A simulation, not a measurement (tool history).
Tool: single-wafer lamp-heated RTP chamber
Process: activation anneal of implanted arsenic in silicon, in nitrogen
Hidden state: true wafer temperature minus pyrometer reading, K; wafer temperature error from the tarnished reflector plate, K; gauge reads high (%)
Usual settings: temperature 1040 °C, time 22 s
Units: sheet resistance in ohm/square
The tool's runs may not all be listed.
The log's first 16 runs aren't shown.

run,day,temperature,time,wafers since the last listed run,wafers since the last pyrometer calibration,wafers since the reflector plate was cleaned,hours since the gauge calibration,"read-back reference wafer on the same gauge, sheet resistance",sheet resistance
17,17.133,1040,15,329,1874,2691,189.1,124.91,116.42
18,17.683,1068,30,160,2035,2851,202.3,124.91,99.28
19,18.492,1029,11,235,2270,3086,221.7,125,123.69
20,19.492,1018,26,291,2562,3378,245.7,124.96,114.55
21,20.958,1021,22,427,2989,3805,280.9,124.91,116.15
22,22.212,1016,32,365,3355,4171,311,124.86,111.96
23,23.2,1031,9,287,3643,4459,334.7,125.19,124.67
24,24.162,1040,30,280,3923,4739,357.8,125.14,105.94
25,25.533,1040,22,399,4323,5139,390.7,125.02,110.31
26,26.962,1040,22,416,4739,5555,425,125.13,109.76
27,28.108,1018,11,333,5073,5889,452.5,124.89,126.2
28,29.446,1013,14,389,5463,6279,484.6,124.88,124.93
29,29.967,1022,10,151,5615,6431,497.1,125,125.59
30,30.708,1040,22,216,5831,6647,514.9,125.08,109.35
31,31.258,1040,22,160,5991,6807,528.1,125.1,109.53
32,31.846,1040,22,171,6162,6978,542.2,124.93,108.93
33,34.638,1012,26,813,6976,7792,609.2,124.87,116
34,35.475,1068,31,244,7220,8036,629.3,125.25,98.59
35,36.088,1013,16,178,7399,8215,644,124.96,123.01
36,36.883,1070,29,231,7630,8447,663.1,125.06,98.48
37,37.571,1065,22,200,7831,8647,679.6,125.02,102.24
38,38.2,1061,11,183,8014,8830,694.7,125.14,112.48

3 ways to go on from here, each from the tool as it stands after run 38. What would each give?
A,38.217,1040,22,4,8019,8835,695.1,?,?
B,38.217,1018,31,4,8019,8835,695.1,?,?
C,38.217,1053,11,4,8019,8835,695.1,?,?

run,"read-back reference wafer on the same gauge, sheet resistance",sheet resistance
A,125.02,109.58
B,125.02,111.63
C,125.02,114.64
Without the tool's hidden state the same runs would have given:
run,sheet resistance
A,112.53
B,115.1
C,117.69

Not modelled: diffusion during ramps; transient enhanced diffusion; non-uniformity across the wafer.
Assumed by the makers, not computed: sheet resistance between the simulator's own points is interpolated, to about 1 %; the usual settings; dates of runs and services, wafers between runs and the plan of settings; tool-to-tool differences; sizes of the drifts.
